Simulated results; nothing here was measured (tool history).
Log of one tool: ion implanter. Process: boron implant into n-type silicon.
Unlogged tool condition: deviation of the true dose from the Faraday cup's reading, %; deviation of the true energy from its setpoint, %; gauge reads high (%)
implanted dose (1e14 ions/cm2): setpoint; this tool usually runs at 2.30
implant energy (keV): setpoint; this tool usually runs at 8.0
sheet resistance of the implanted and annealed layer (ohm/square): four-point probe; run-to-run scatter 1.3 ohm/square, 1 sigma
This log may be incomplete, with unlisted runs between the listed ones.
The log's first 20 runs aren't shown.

| run | hour | implanted dose (1e14 ions/cm2) | implant energy (keV) | wafers since the last listed run | hours since the last dose calibration | hours since the extraction supply was calibrated | hours since the gauge calibration | read-back reference wafer on the same gauge, sheet resistance | sheet resistance of the implanted and annealed layer (ohm/square) |
|---|---|---|---|---|---|---|---|---|---|
| 21 | 896.8 | 2.30 | 10.0 | 527 | 501.4 | 487.1 | 378.4 | 461.63 | 426.57 |
| 22 | 1086.5 | 2.63 | 5.5 | 2984 | 691.1 | 676.8 | 568.1 | 459.68 | 408.01 |
| 23 | 1130.5 | 2.53 | 10.0 | 692 | 735.1 | 720.8 | 612.1 | 459.29 | 393.43 |
| 24 | 1156.3 | 2.30 | 9.0 | 405 | 760.9 | 746.6 | 637.9 | 459.28 | 431.33 |
| 25 | 1210.2 | 1.92 | 10.5 | 848 | 814.8 | 800.5 | 691.8 | 459.05 | 488.66 |
| 26 | 1242.4 | 2.48 | 8.0 | 506 | 847.0 | 832.7 | 724.0 | 458.23 | 409.47 |
| 27 | 1313.7 | 2.84 | 10.5 | 1121 | 918.3 | 904.0 | 795.3 | 457.67 | 354.24 |
| 28 | 1347.3 | 2.30 | 8.0 | 528 | 951.9 | 937.6 | 828.9 | 458.36 | 435.10 |
| 29 | 1393.1 | 1.73 | 9.0 | 720 | 997.7 | 983.4 | 874.7 | 457.73 | 542.18 |
| 30 | 1434.1 | 2.30 | 8.0 | 645 | 1038.7 | 1024.4 | 915.7 | 457.32 | 435.43 |
| 31 | 1497.3 | 1.66 | 6.0 | 994 | 1101.9 | 1087.6 | 978.9 | 457.79 | 584.32 |
| 32 | 1545.5 | 2.30 | 8.0 | 758 | 1150.1 | 1135.8 | 1027.1 | 457.16 | 434.95 |
| 33 | 1591.0 | 2.30 | 8.0 | 715 | 1195.6 | 1181.3 | 1072.6 | 457.19 | 434.89 |
| 34 | 1647.2 | 2.30 | 8.0 | 884 | 1251.8 | 1237.5 | 1128.8 | 457.46 | 434.94 |
| 35 | 1679.6 | 2.87 | 7.0 | 509 | 1284.2 | 1269.9 | 1161.2 | 456.74 | 366.73 |
| 36 | 1736.9 | 2.30 | 8.0 | 901 | 1341.5 | 1327.2 | 1218.5 | 456.79 | 432.62 |
| 37 | 1796.4 | 2.57 | 6.5 | 936 | 1401.0 | 1386.7 | 1278.0 | 456.32 | 405.44 |
| 38 | 1832.0 | 2.99 | 5.5 | 560 | 1436.6 | 1422.3 | 1313.6 | 456.78 | 363.44 |

Forecast each of these 3 alternatives for the next run:
| A | 1832.4 | 2.30 | 8.0 | 6 | 1437.0 | 1422.7 | 1314.0 | ? | ? |
| B | 1832.4 | 2.54 | 10.0 | 6 | 1437.0 | 1422.7 | 1314.0 | ? | ? |
| C | 1832.4 | 2.08 | 8.0 | 6 | 1437.0 | 1422.7 | 1314.0 | ? | ? |

| run | read-back reference wafer on the same gauge, sheet resistance | sheet resistance of the implanted and annealed layer (ohm/square) |
|---|---|---|
| A | 457.01 | 435.78 |
| B | 457.01 | 390.48 |
| C | 457.01 | 473.08 |
Stripped of hidden state, with their random variation kept, the same runs would have yielded:
| run | sheet resistance of the implanted and annealed layer (ohm/square) |
|---|---|
| A | 446.78 |
| B | 400.33 |
| C | 485.02 |
